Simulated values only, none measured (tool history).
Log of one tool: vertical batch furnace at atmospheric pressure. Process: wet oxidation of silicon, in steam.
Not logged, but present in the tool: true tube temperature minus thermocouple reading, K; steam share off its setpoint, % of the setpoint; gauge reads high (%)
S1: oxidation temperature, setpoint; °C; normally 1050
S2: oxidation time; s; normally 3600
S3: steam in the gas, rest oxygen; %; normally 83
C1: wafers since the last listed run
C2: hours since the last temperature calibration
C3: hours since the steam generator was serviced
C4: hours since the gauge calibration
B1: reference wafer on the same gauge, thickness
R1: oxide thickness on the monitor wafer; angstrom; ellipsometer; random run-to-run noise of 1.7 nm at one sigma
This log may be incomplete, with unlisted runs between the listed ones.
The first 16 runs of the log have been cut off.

Run 17, hour 1480.7: usual settings but S1 1072 °C; C1 1177; C2 451.6; C3 95.2; C4 1891.8; B1 635.74. Result: R1 5979.7 angstrom.
Run 18, hour 1517.4: usual settings but S3 87 %; C1 460; C2 488.3; C3 131.9; C4 1928.5; B1 635.51. Result: R1 5524.8 angstrom.
At hour 1544.7: gauge calibrated.
Run 19, hour 1609.5: usual settings but S1 1034 °C, S2 4350 s, S3 94 %; C1 1154; C2 580.4; C3 224; C4 64.8; B1 635.67. Result: R1 5986.7 angstrom.
Run 20, hour 1665.4: usual settings but S3 91 %; C1 700; C2 636.3; C3 279.9; C4 120.7; B1 636.25. Result: R1 5676.6 angstrom.
Run 21, hour 1717.4: usual settings but S1 1064 °C, S2 3000 s, S3 90 %; C1 651; C2 688.3; C3 331.9; C4 172.7; B1 636.44. Result: R1 5402.6 angstrom.
Run 22, hour 1807.3: usual settings but S1 1070 °C, S2 2820 s, S3 92 %; C1 1127; C2 778.2; C3 421.8; C4 262.6; B1 636.04. Result: R1 5442.4 angstrom.
Run 23, hour 1904.7: usual settings; C1 1221; C2 875.6; C3 519.2; C4 360; B1 635.82. Result: R1 5338.3 angstrom.
Run 24, hour 1961.4: usual settings; C1 710; C2 932.3; C3 575.9; C4 416.7; B1 636.19. Result: R1 5366.5 angstrom.
Run 25, hour 2031.2: usual settings but S1 1070 °C, S2 2820 s, S3 92 %; C1 875; C2 1002.1; C3 645.7; C4 486.5; B1 636.19. Result: R1 5443.8 angstrom.
Run 26, hour 2082.4: usual settings but S1 1060 °C, S2 2040 s, S3 72 %; C1 641; C2 1053.3; C3 696.9; C4 537.7; B1 636.23. Result: R1 3663.8 angstrom.
Run 27, hour 2130.6: usual settings but S2 5100 s; C1 604; C2 1101.5; C3 745.1; C4 585.9; B1 635.93. Result: R1 6603.5 angstrom.
Run 28, hour 2213.6: usual settings but S3 92 %; C1 1040; C2 1184.5; C3 828.1; C4 668.9; B1 636.08. Result: R1 5689.3 angstrom.
Run 29, hour 2316: usual settings but S2 1890 s, S3 73 %; C1 1283; C2 1286.9; C3 930.5; C4 771.3; B1 635.89. Result: R1 3305.1 angstrom.
Run 30, hour 2376.5: usual settings but S2 3000 s, S3 88 %; C1 758; C2 1347.4; C3 991; C4 831.8; B1 636.03. Result: R1 4960.9 angstrom.
Run 31, hour 2430.3: usual settings but S1 1065 °C; C1 674; C2 1401.2; C3 1044.8; C4 885.6; B1 636.05. Result: R1 5780.2 angstrom.

Here are 4 independent what-if runs from the current tool condition. What would each one return?
Run A, hour 2434.7: usual settings; C1 55; C2 1405.6; C3 1049.2; C4 890; B1 ?. Result: R1 ?.
Run B, hour 2434.7: usual settings but S1 1039 °C, S3 74 %; C1 55; C2 1405.6; C3 1049.2; C4 890; B1 ?. Result: R1 ?.
Run C, hour 2434.7: usual settings but S1 1034 °C, S2 4530 s, S3 94 %; C1 55; C2 1405.6; C3 1049.2; C4 890; B1 ?. Result: R1 ?.
Run D, hour 2434.7: usual settings but S2 2010 s; C1 55; C2 1405.6; C3 1049.2; C4 890; B1 ?. Result: R1 ?.

run      B1      R1
  A  635.64  5374.6
  B  635.64  4719.5
  C  635.64  6122.2
  D  635.64  3754.4
Without the tool's unlogged condition, the same runs would have read:
run      R1
  A  5374.6
  B  4719.5
  C  6122.2
  D  3754.4

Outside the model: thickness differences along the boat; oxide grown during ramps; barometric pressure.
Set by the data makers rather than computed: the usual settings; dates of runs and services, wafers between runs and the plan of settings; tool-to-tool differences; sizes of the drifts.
